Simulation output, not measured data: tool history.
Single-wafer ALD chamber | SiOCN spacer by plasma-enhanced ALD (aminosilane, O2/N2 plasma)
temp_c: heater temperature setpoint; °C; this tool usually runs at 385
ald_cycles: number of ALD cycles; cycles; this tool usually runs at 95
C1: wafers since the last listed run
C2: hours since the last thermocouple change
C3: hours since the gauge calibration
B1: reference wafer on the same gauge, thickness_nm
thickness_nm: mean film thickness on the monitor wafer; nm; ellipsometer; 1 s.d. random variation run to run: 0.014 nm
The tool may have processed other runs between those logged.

run 1 hour=0 | temp_c=390 ald_cycles=95 | C1=0 C2=1327.6 C3=115.2 | B1=5.228 | thickness_nm=5.613
run 2 hour=22.5 | temp_c=390 ald_cycles=95 | C1=94 C2=1350.1 C3=137.7 | B1=5.237 | thickness_nm=5.638
run 3 hour=47.5 | temp_c=385 ald_cycles=95 | C1=104 C2=1375.1 C3=162.7 | B1=5.23 | thickness_nm=5.635
run 4 hour=80 | temp_c=385 ald_cycles=95 | C1=136 C2=1407.6 C3=195.2 | B1=5.23 | thickness_nm=5.618
run 5 hour=101.8 | temp_c=385 ald_cycles=95 | C1=91 C2=1429.4 C3=217 | B1=5.228 | thickness_nm=5.626
run 6 hour=130.1 | temp_c=377 ald_cycles=101 | C1=118 C2=1457.7 C3=245.3 | B1=5.226 | thickness_nm=5.963
run 7 hour=149.1 | temp_c=377 ald_cycles=101 | C1=79 C2=1476.7 C3=264.3 | B1=5.234 | thickness_nm=5.973
run 8 hour=178.8 | temp_c=395 ald_cycles=95 | C1=124 C2=1506.4 C3=294 | B1=5.232 | thickness_nm=5.609
run 9 hour=199 | temp_c=395 ald_cycles=95 | C1=84 C2=1526.6 C3=314.2 | B1=5.231 | thickness_nm=5.594
-- hour=208.8 gauge calibrated
run 10 hour=226.9 | temp_c=395 ald_cycles=95 | C1=116 C2=1554.5 C3=18.1 | B1=5.23 | thickness_nm=5.628
run 11 hour=249.3 | temp_c=385 ald_cycles=95 | C1=93 C2=1576.9 C3=40.5 | B1=5.23 | thickness_nm=5.617
run 12 hour=277.2 | temp_c=385 ald_cycles=82 | C1=116 C2=1604.8 C3=68.4 | B1=5.232 | thickness_nm=4.86
run 13 hour=292 | temp_c=385 ald_cycles=87 | C1=61 C2=1619.6 C3=83.2 | B1=5.231 | thickness_nm=5.13
run 14 hour=316.7 | temp_c=390 ald_cycles=87 | C1=103 C2=1644.3 C3=107.9 | B1=5.225 | thickness_nm=5.144
run 15 hour=340.4 | temp_c=394 ald_cycles=101 | C1=99 C2=1668 C3=131.6 | B1=5.232 | thickness_nm=5.987
run 16 hour=357.5 | temp_c=377 ald_cycles=104 | C1=71 C2=1685.1 C3=148.7 | B1=5.227 | thickness_nm=6.141
run 17 hour=384.6 | temp_c=385 ald_cycles=111 | C1=113 C2=1712.2 C3=175.8 | B1=5.227 | thickness_nm=6.582
-- hour=395.6 thermocouple changed; heater temperature recalibrated
run 18 hour=402.4 | temp_c=378 ald_cycles=100 | C1=41 C2=6.8 C3=193.6 | B1=5.23 | thickness_nm=5.927
run 19 hour=433.2 | temp_c=385 ald_cycles=95 | C1=128 C2=37.6 C3=224.4 | B1=5.23 | thickness_nm=5.618
run 20 hour=454.2 | temp_c=385 ald_cycles=95 | C1=87 C2=58.6 C3=245.4 | B1=5.228 | thickness_nm=5.623
run 21 hour=485.6 | temp_c=375 ald_cycles=76 | C1=131 C2=90 C3=276.8 | B1=5.235 | thickness_nm=4.506
-- hour=488.2 gauge calibrated
run 22 hour=527.1 | temp_c=396 ald_cycles=95 | C1=173 C2=131.5 C3=38.9 | B1=5.229 | thickness_nm=5.627
run 23 hour=561.3 | temp_c=385 ald_cycles=95 | C1=143 C2=165.7 C3=73.1 | B1=5.225 | thickness_nm=5.616

What differs in the tool's unlogged condition from the final listed run ahead of each entry between runs to the first listed run following it?
Logged between run 9 and run 10: gauge calibrated (hour 208.8)
  no difference in the tool's unlogged condition between these two runs
Logged between run 17 and run 18: thermocouple changed; heater temperature recalibrated (hour 395.6)
  no difference in the tool's unlogged condition between these two runs
Logged between run 21 and run 22: gauge calibrated (hour 488.2)
  no difference in the tool's unlogged condition between these two runs
